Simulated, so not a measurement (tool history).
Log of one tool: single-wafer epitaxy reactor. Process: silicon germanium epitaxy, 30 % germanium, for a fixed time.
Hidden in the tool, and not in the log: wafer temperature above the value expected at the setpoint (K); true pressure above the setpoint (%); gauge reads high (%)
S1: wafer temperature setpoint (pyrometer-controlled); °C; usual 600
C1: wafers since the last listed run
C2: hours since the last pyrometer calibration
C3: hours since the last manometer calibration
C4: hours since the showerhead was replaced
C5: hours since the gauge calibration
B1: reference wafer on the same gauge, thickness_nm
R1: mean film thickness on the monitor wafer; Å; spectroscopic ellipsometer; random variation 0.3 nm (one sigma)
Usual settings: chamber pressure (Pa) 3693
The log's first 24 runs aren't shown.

Run 25, hour 390.8: usual settings but S1 610 °C; C1 281; C2 61.6; C3 227.9; C4 273.0; C5 185.9; B1 55.594. Result: R1 844.47 Å.
Run 26, hour 401.0: usual settings but S1 610 °C, chamber pressure (Pa) 3320; C1 219; C2 71.8; C3 238.1; C4 283.2; C5 196.1; B1 55.611. Result: R1 800.46 Å.
Run 27, hour 411.4: usual settings but S1 608 °C, chamber pressure (Pa) 4026; C1 223; C2 82.2; C3 248.5; C4 293.6; C5 206.5; B1 55.621. Result: R1 850.23 Å.
Run 28, hour 424.3: usual settings but S1 595 °C, chamber pressure (Pa) 4613; C1 277; C2 95.1; C3 261.4; C4 306.5; C5 219.4; B1 55.586. Result: R1 701.48 Å.
Run 29, hour 437.1: usual settings but chamber pressure (Pa) 3240; C1 274; C2 107.9; C3 274.2; C4 319.3; C5 232.2; B1 55.584. Result: R1 659.08 Å.
Run 30, hour 456.2: usual settings but S1 608 °C, chamber pressure (Pa) 4320; C1 410; C2 127.0; C3 293.3; C4 338.4; C5 251.3; B1 55.556. Result: R1 869.23 Å.
Run 31, hour 464.5: usual settings; C1 178; C2 135.3; C3 301.6; C4 346.7; C5 259.6; B1 55.652. Result: R1 702.94 Å.
Run 32, hour 473.2: usual settings but S1 595 °C, chamber pressure (Pa) 4613; C1 186; C2 144.0; C3 310.3; C4 355.4; C5 268.3; B1 55.598. Result: R1 696.67 Å.
Run 33, hour 479.2: usual settings but S1 595 °C, chamber pressure (Pa) 2920; C1 128; C2 150.0; C3 316.3; C4 361.4; C5 274.3; B1 55.690. Result: R1 566.95 Å.
Run 34, hour 495.4: usual settings; C1 348; C2 166.2; C3 332.5; C4 377.6; C5 290.5; B1 55.608. Result: R1 704.91 Å.
Run 35, hour 520.5: usual settings but S1 587 °C, chamber pressure (Pa) 3320; C1 539; C2 191.3; C3 357.6; C4 402.7; C5 315.6; B1 55.476. Result: R1 522.73 Å.

Forecast each of these 4 alternatives for the next run:
Run A, hour 520.9: usual settings; C1 8; C2 191.7; C3 358.0; C4 403.1; C5 316.0; B1 ?. Result: R1 ?.
Run B, hour 520.9: usual settings but chamber pressure (Pa) 4466; C1 8; C2 191.7; C3 358.0; C4 403.1; C5 316.0; B1 ?. Result: R1 ?.
Run C, hour 520.9: usual settings but S1 614 °C, chamber pressure (Pa) 4453; C1 8; C2 191.7; C3 358.0; C4 403.1; C5 316.0; B1 ?. Result: R1 ?.
Run D, hour 520.9: usual settings but chamber pressure (Pa) 4053; C1 8; C2 191.7; C3 358.0; C4 403.1; C5 316.0; B1 ?. Result: R1 ?.

run      B1      R1
  A  55.673  695.72
  B  55.673  756.31
  C  55.673  980.48
  D  55.673  724.87
Without the tool's hidden state the same runs would have given:
run      R1
  A  688.17
  B  748.10
  C  970.18
  D  717.00
